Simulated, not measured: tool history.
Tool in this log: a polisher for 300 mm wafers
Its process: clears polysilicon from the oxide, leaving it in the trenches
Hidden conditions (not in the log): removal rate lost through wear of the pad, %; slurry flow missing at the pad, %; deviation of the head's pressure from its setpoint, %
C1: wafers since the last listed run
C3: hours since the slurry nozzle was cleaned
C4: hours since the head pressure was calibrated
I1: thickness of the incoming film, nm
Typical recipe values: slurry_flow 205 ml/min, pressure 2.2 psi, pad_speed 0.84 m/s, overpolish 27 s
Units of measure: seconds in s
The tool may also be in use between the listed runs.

{"run": 1, "hour": 0.0, "slurry_flow": 205, "pressure": 2.2, "pad_speed": 0.84, "overpolish": 27, "C1": 0, "wafers polished on this pad": 698, "C3": 152.3, "C4": 690.6, "I1": 684.0, "seconds": 91.2}
{"run": 2, "hour": 24.0, "slurry_flow": 205, "pressure": 2.2, "pad_speed": 0.84, "overpolish": 27, "C1": 213, "wafers polished on this pad": 911, "C3": 176.3, "C4": 714.6, "I1": 686.1, "seconds": 90.7}
{"run": 3, "hour": 56.4, "slurry_flow": 205, "pressure": 2.2, "pad_speed": 0.84, "overpolish": 27, "C1": 288, "wafers polished on this pad": 1200, "C3": 208.7, "C4": 747.0, "I1": 676.3, "seconds": 88.8}
{"hour": 79.3, "done": "worn pad replaced by a new one"}
{"run": 4, "hour": 88.3, "slurry_flow": 205, "pressure": 2.2, "pad_speed": 0.84, "overpolish": 27, "C1": 248, "wafers polished on this pad": 80, "C3": 240.6, "C4": 778.9, "I1": 667.7, "seconds": 92.8}
{"run": 5, "hour": 100.9, "slurry_flow": 205, "pressure": 2.2, "pad_speed": 0.84, "overpolish": 27, "C1": 112, "wafers polished on this pad": 192, "C3": 253.2, "C4": 791.5, "I1": 665.5, "seconds": 91.3}
{"run": 6, "hour": 134.5, "slurry_flow": 155, "pressure": 2.2, "pad_speed": 0.84, "overpolish": 27, "C1": 299, "wafers polished on this pad": 491, "C3": 286.8, "C4": 825.1, "I1": 687.1, "seconds": 97.9}
{"run": 7, "hour": 170.4, "slurry_flow": 205, "pressure": 2.2, "pad_speed": 0.84, "overpolish": 27, "C1": 319, "wafers polished on this pad": 811, "C3": 322.7, "C4": 861.0, "I1": 678.4, "seconds": 92.4}
{"run": 8, "hour": 198.5, "slurry_flow": 205, "pressure": 2.2, "pad_speed": 0.84, "overpolish": 27, "C1": 250, "wafers polished on this pad": 1061, "C3": 350.8, "C4": 889.1, "I1": 688.8, "seconds": 92.6}
{"run": 9, "hour": 215.4, "slurry_flow": 160, "pressure": 2.2, "pad_speed": 0.84, "overpolish": 27, "C1": 150, "wafers polished on this pad": 1212, "C3": 367.7, "C4": 906.0, "I1": 674.5, "seconds": 94.8}
{"run": 10, "hour": 232.0, "slurry_flow": 160, "pressure": 2.2, "pad_speed": 0.84, "overpolish": 27, "C1": 147, "wafers polished on this pad": 1360, "C3": 384.3, "C4": 922.6, "I1": 668.5, "seconds": 94.2}
{"run": 11, "hour": 246.9, "slurry_flow": 205, "pressure": 2.2, "pad_speed": 0.84, "overpolish": 27, "C1": 132, "wafers polished on this pad": 1493, "C3": 399.2, "C4": 937.5, "I1": 683.1, "seconds": 92.5}
{"hour": 259.1, "done": "worn pad replaced by a new one"}
{"run": 12, "hour": 262.4, "slurry_flow": 205, "pressure": 2.2, "pad_speed": 0.84, "overpolish": 27, "C1": 102, "wafers polished on this pad": 29, "C3": 414.7, "C4": 953.0, "I1": 671.9, "seconds": 92.7}
{"run": 13, "hour": 284.3, "slurry_flow": 205, "pressure": 2.2, "pad_speed": 0.84, "overpolish": 27, "C1": 195, "wafers polished on this pad": 224, "C3": 436.6, "C4": 974.9, "I1": 674.2, "seconds": 92.7}
{"run": 14, "hour": 305.7, "slurry_flow": 205, "pressure": 2.2, "pad_speed": 0.84, "overpolish": 27, "C1": 190, "wafers polished on this pad": 414, "C3": 458.0, "C4": 996.3, "I1": 673.9, "seconds": 90.5}
{"run": 15, "hour": 331.4, "slurry_flow": 205, "pressure": 2.8, "pad_speed": 0.84, "overpolish": 27, "C1": 228, "wafers polished on this pad": 643, "C3": 483.7, "C4": 1022.0, "I1": 681.2, "seconds": 80.4}
{"run": 16, "hour": 365.3, "slurry_flow": 205, "pressure": 2.4, "pad_speed": 0.84, "overpolish": 31, "C1": 301, "wafers polished on this pad": 945, "C3": 517.6, "C4": 1055.9, "I1": 676.5, "seconds": 86.2}
{"run": 17, "hour": 390.8, "slurry_flow": 205, "pressure": 2.2, "pad_speed": 0.84, "overpolish": 27, "C1": 227, "wafers polished on this pad": 1172, "C3": 543.1, "C4": 1081.4, "I1": 671.5, "seconds": 90.7}
{"run": 18, "hour": 414.2, "slurry_flow": 205, "pressure": 2.2, "pad_speed": 0.84, "overpolish": 27, "C1": 208, "wafers polished on this pad": 1381, "C3": 566.5, "C4": 1104.8, "I1": 687.1, "seconds": 94.4}
{"hour": 424.7, "done": "head pressure recalibrated"}
{"run": 19, "hour": 436.0, "slurry_flow": 205, "pressure": 2.2, "pad_speed": 0.84, "overpolish": 27, "C1": 176, "wafers polished on this pad": 1557, "C3": 588.3, "C4": 11.3, "I1": 683.9, "seconds": 86.6}
{"hour": 446.6, "done": "worn pad replaced by a new one"}
{"run": 20, "hour": 449.3, "slurry_flow": 205, "pressure": 2.2, "pad_speed": 0.84, "overpolish": 35, "C1": 82, "wafers polished on this pad": 24, "C3": 601.6, "C4": 24.6, "I1": 681.8, "seconds": 85.7}
{"run": 21, "hour": 470.4, "slurry_flow": 205, "pressure": 2.2, "pad_speed": 0.84, "overpolish": 27, "C1": 187, "wafers polished on this pad": 211, "C3": 622.7, "C4": 45.7, "I1": 691.2, "seconds": 91.3}
{"run": 22, "hour": 492.8, "slurry_flow": 205, "pressure": 1.7, "pad_speed": 1.0, "overpolish": 27, "C1": 199, "wafers polished on this pad": 411, "C3": 645.1, "C4": 68.1, "I1": 690.7, "seconds": 91.3}
{"run": 23, "hour": 510.0, "slurry_flow": 205, "pressure": 2.5, "pad_speed": 1.0, "overpolish": 27, "C1": 153, "wafers polished on this pad": 564, "C3": 662.3, "C4": 85.3, "I1": 675.8, "seconds": 71.4}
{"run": 24, "hour": 536.8, "slurry_flow": 260, "pressure": 1.9, "pad_speed": 0.7, "overpolish": 27, "C1": 238, "wafers polished on this pad": 803, "C3": 689.1, "C4": 112.1, "I1": 669.0, "seconds": 105.1}
{"run": 25, "hour": 549.2, "slurry_flow": 250, "pressure": 1.7, "pad_speed": 0.84, "overpolish": 27, "C1": 110, "wafers polished on this pad": 913, "C3": 701.5, "C4": 124.5, "I1": 684.8, "seconds": 102.3}
{"run": 26, "hour": 583.2, "slurry_flow": 250, "pressure": 2.2, "pad_speed": 0.84, "overpolish": 37, "C1": 302, "wafers polished on this pad": 1216, "C3": 735.5, "C4": 158.5, "I1": 674.3, "seconds": 84.0}
{"hour": 602.8, "done": "worn pad replaced by a new one"}
{"hour": 605.1, "done": "slurry nozzle cleaned"}
{"run": 27, "hour": 615.2, "slurry_flow": 205, "pressure": 2.2, "pad_speed": 0.84, "overpolish": 27, "C1": 240, "wafers polished on this pad": 101, "C3": 10.1, "C4": 190.5, "I1": 674.4, "seconds": 85.6}
{"run": 28, "hour": 630.1, "slurry_flow": 205, "pressure": 2.2, "pad_speed": 0.7, "overpolish": 15, "C1": 132, "wafers polished on this pad": 234, "C3": 25.0, "C4": 205.4, "I1": 683.8, "seconds": 102.6}
{"run": 29, "hour": 665.7, "slurry_flow": 205, "pressure": 1.7, "pad_speed": 0.84, "overpolish": 27, "C1": 317, "wafers polished on this pad": 551, "C3": 60.6, "C4": 241.0, "I1": 688.8, "seconds": 101.3}
{"run": 30, "hour": 700.4, "slurry_flow": 160, "pressure": 2.7, "pad_speed": 0.84, "overpolish": 23, "C1": 309, "wafers polished on this pad": 860, "C3": 95.3, "C4": 275.7, "I1": 678.0, "seconds": 82.7}
{"run": 31, "hour": 713.9, "slurry_flow": 205, "pressure": 2.2, "pad_speed": 0.84, "overpolish": 27, "C1": 120, "wafers polished on this pad": 980, "C3": 108.8, "C4": 289.2, "I1": 675.3, "seconds": 90.3}
{"run": 32, "hour": 736.5, "slurry_flow": 255, "pressure": 2.2, "pad_speed": 0.56, "overpolish": 19, "C1": 201, "wafers polished on this pad": 1181, "C3": 131.4, "C4": 311.8, "I1": 670.5, "seconds": 117.4}
{"hour": 760.9, "done": "worn pad replaced by a new one"}
{"run": 33, "hour": 766.6, "slurry_flow": 175, "pressure": 2.2, "pad_speed": 0.84, "overpolish": 27, "C1": 232, "wafers polished on this pad": 50, "C3": 161.5, "C4": 341.9, "I1": 680.9, "seconds": 89.7}
{"run": 34, "hour": 794.5, "slurry_flow": 205, "pressure": 3.0, "pad_speed": 0.84, "overpolish": 27, "C1": 248, "wafers polished on this pad": 299, "C3": 189.4, "C4": 369.8, "I1": 690.0, "seconds": 74.8}

Branching from run 34: 5 alternative next runs. What would each branch give?
{"run": "A", "hour": 795.0, "slurry_flow": 205, "pressure": 2.2, "pad_speed": 0.84, "overpolish": 27, "C1": 4, "wafers polished on this pad": 303, "C3": 189.9, "C4": 370.3, "I1": 681.4, "seconds": "?"}
{"run": "B", "hour": 795.0, "slurry_flow": 205, "pressure": 2.2, "pad_speed": 0.84, "overpolish": 21, "C1": 4, "wafers polished on this pad": 303, "C3": 189.9, "C4": 370.3, "I1": 681.4, "seconds": "?"}
{"run": "C", "hour": 795.0, "slurry_flow": 230, "pressure": 2.2, "pad_speed": 0.98, "overpolish": 27, "C1": 4, "wafers polished on this pad": 303, "C3": 189.9, "C4": 370.3, "I1": 681.4, "seconds": "?"}
{"run": "D", "hour": 795.0, "slurry_flow": 205, "pressure": 2.9, "pad_speed": 0.84, "overpolish": 23, "C1": 4, "wafers polished on this pad": 303, "C3": 189.9, "C4": 370.3, "I1": 681.4, "seconds": "?"}
{"run": "E", "hour": 795.0, "slurry_flow": 255, "pressure": 2.2, "pad_speed": 1.08, "overpolish": 16, "C1": 4, "wafers polished on this pad": 303, "C3": 189.9, "C4": 370.3, "I1": 681.4, "seconds": "?"}

run=A seconds=92.8
run=B seconds=92.8
run=C seconds=80.3
run=D seconds=77.6
run=E seconds=73.1
Stripped of hidden state, with their random variation kept, the same runs would have yielded:
run=A seconds=90.1
run=B seconds=90.1
run=C seconds=78.0
run=D seconds=75.4
run=E seconds=71.0
